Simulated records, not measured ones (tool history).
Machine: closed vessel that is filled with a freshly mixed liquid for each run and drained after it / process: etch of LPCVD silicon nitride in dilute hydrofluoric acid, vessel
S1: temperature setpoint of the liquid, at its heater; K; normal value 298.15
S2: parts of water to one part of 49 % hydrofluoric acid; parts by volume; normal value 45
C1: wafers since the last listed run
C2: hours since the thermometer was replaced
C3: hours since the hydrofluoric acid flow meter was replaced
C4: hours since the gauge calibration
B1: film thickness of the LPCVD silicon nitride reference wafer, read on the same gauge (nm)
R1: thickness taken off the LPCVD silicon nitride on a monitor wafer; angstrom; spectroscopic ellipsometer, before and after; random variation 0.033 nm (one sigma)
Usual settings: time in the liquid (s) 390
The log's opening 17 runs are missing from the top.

Run 18, hour 482.5: usual settings; C1 2941; C2 150.4; C3 1410; C4 213.9; B1 69.952. Result: R1 44.3 angstrom.
Run 19, hour 507.8: usual settings but S1 293.65 K; C1 2385; C2 175.7; C3 1435.3; C4 239.2; B1 69.978. Result: R1 32.28 angstrom.
At hour 519.3: hydrofluoric acid flow meter replaced.
Run 20, hour 523.8: usual settings but S1 302.15 K, time in the liquid (s) 530; C1 1414; C2 191.7; C3 4.5; C4 255.2; B1 69.977. Result: R1 76.96 angstrom.
Run 21, hour 546.6: usual settings; C1 2149; C2 214.5; C3 27.3; C4 278; B1 69.978. Result: R1 44.14 angstrom.
Run 22, hour 580.9: usual settings but S1 295.65 K, S2 50 parts by volume, time in the liquid (s) 280; C1 3233; C2 248.8; C3 61.6; C4 312.3; B1 69.965. Result: R1 24.02 angstrom.
Run 23, hour 608: usual settings; C1 2554; C2 275.9; C3 88.7; C4 339.4; B1 69.982. Result: R1 44.42 angstrom.
Run 24, hour 623.9: usual settings but S2 65 parts by volume; C1 1498; C2 291.8; C3 104.6; C4 355.3; B1 70.032. Result: R1 30.86 angstrom.
Run 25, hour 641.6: usual settings but S2 60 parts by volume; C1 1668; C2 309.5; C3 122.3; C4 373; B1 70.022. Result: R1 33.53 angstrom.
Run 26, hour 661.1: usual settings but S1 295.15 K, S2 65 parts by volume; C1 1838; C2 329; C3 141.8; C4 392.5; B1 70.005. Result: R1 24.63 angstrom.
Run 27, hour 688.9: usual settings but S1 301.65 K, S2 35 parts by volume, time in the liquid (s) 605; C1 2620; C2 356.8; C3 169.6; C4 420.3; B1 69.983. Result: R1 109.9 angstrom.
Run 28, hour 724.1: usual settings; C1 3318; C2 392; C3 204.8; C4 455.5; B1 69.971. Result: R1 43.6 angstrom.
Run 29, hour 750.4: usual settings; C1 2479; C2 418.3; C3 231.1; C4 481.8; B1 69.982. Result: R1 43.74 angstrom.
Run 30, hour 780.6: usual settings but S1 295.65 K, S2 55 parts by volume, time in the liquid (s) 570; C1 2847; C2 448.5; C3 261.3; C4 512; B1 70.032. Result: R1 44.36 angstrom.
Run 31, hour 816: usual settings but S1 296.15 K, S2 60 parts by volume, time in the liquid (s) 475; C1 3337; C2 483.9; C3 296.7; C4 547.4; B1 69.997. Result: R1 35.32 angstrom.
Run 32, hour 833.9: usual settings but S1 293.65 K, S2 30 parts by volume, time in the liquid (s) 270; C1 1687; C2 501.8; C3 314.6; C4 565.3; B1 69.996. Result: R1 33.15 angstrom.

Branching from run 32: 4 alternative next runs. What would each branch give?
Run A, hour 834.7: usual settings but S1 296.65 K; C1 75; C2 502.6; C3 315.4; C4 566.1; B1 ?. Result: R1 ?.
Run B, hour 834.7: usual settings but S2 35 parts by volume, time in the liquid (s) 280; C1 75; C2 502.6; C3 315.4; C4 566.1; B1 ?. Result: R1 ?.
Run C, hour 834.7: usual settings but S1 293.65 K, time in the liquid (s) 210; C1 75; C2 502.6; C3 315.4; C4 566.1; B1 ?. Result: R1 ?.
Run D, hour 834.7: usual settings but S1 303.15 K, time in the liquid (s) 225; C1 75; C2 502.6; C3 315.4; C4 566.1; B1 ?. Result: R1 ?.

run      B1     R1
  A  69.994  39.51
  B  69.994  40.11
  C  69.994  17.32
  D  69.994  35.06
With no hidden state in the tool, these same runs would have given:
run     R1
  A  39.51
  B  40.11
  C  17.32
  D  35.06
